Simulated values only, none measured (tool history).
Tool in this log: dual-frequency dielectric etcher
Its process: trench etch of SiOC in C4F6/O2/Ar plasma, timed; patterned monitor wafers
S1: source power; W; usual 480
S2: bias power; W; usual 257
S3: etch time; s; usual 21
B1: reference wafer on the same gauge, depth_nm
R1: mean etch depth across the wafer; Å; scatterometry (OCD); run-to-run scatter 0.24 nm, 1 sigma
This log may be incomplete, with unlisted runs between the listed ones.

{"run": 1, "hour": 0.0, "S1": 480, "S2": 257, "S3": 21, "B1": 50.8, "R1": 517}
{"run": 2, "hour": 31.9, "S1": 480, "S2": 257, "S3": 21, "B1": 50.8, "R1": 516}
{"run": 3, "hour": 58.1, "S1": 480, "S2": 257, "S3": 21, "B1": 50.7, "R1": 515}
{"run": 4, "hour": 89.7, "S1": 480, "S2": 257, "S3": 21, "B1": 50.8, "R1": 515}
{"run": 5, "hour": 114.1, "S1": 480, "S2": 257, "S3": 21, "B1": 50.9, "R1": 513}
{"run": 6, "hour": 145.7, "S1": 480, "S2": 257, "S3": 21, "B1": 50.8, "R1": 514}
{"hour": 174.1, "done": "upper electrode replaced"}
{"run": 7, "hour": 174.6, "S1": 480, "S2": 257, "S3": 21, "B1": 50.8, "R1": 510}
{"hour": 181.2, "done": "gauge calibrated"}
{"hour": 203.2, "done": "wet clean of the chamber"}
{"run": 8, "hour": 203.7, "S1": 480, "S2": 257, "S3": 21, "B1": 50.8, "R1": 505}
{"hour": 214.1, "done": "bias power generator calibrated"}
{"run": 9, "hour": 216.6, "S1": 560, "S2": 237, "S3": 17, "B1": 50.8, "R1": 413}
{"run": 10, "hour": 238.2, "S1": 480, "S2": 257, "S3": 21, "B1": 50.8, "R1": 502}
{"hour": 267.9, "done": "wet clean of the chamber, repeated, since the last time left the tool worse"}
{"run": 11, "hour": 272.2, "S1": 380, "S2": 316, "S3": 25.5, "B1": 50.8, "R1": 640}
{"run": 12, "hour": 299.9, "S1": 480, "S2": 257, "S3": 21, "B1": 50.8, "R1": 530}
{"hour": 306.3, "done": "source power generator calibrated"}
{"run": 13, "hour": 328.0, "S1": 400, "S2": 257, "S3": 21, "B1": 50.8, "R1": 494}
{"run": 14, "hour": 354.7, "S1": 480, "S2": 257, "S3": 21, "B1": 50.7, "R1": 526}
{"run": 15, "hour": 388.1, "S1": 560, "S2": 216, "S3": 14.5, "B1": 50.8, "R1": 360}
{"run": 16, "hour": 409.1, "S1": 410, "S2": 276, "S3": 19, "B1": 50.8, "R1": 462}

What if the next run were any one of these 3? Each begins from the tool's condition after run 16:
{"run": "A", "hour": 409.5, "S1": 480, "S2": 257, "S3": 21, "B1": "?", "R1": "?"}
{"run": "B", "hour": 409.5, "S1": 480, "S2": 257, "S3": 17, "B1": "?", "R1": "?"}
{"run": "C", "hour": 409.5, "S1": 410, "S2": 281, "S3": 23, "B1": "?", "R1": "?"}

run=A B1=50.8 R1=527
run=B B1=50.8 R1=426
run=C B1=50.8 R1=564
Take away the tool's hidden state, keep each run's random variation, and the runs would have read:
run=A R1=528
run=B R1=428
run=C R1=565
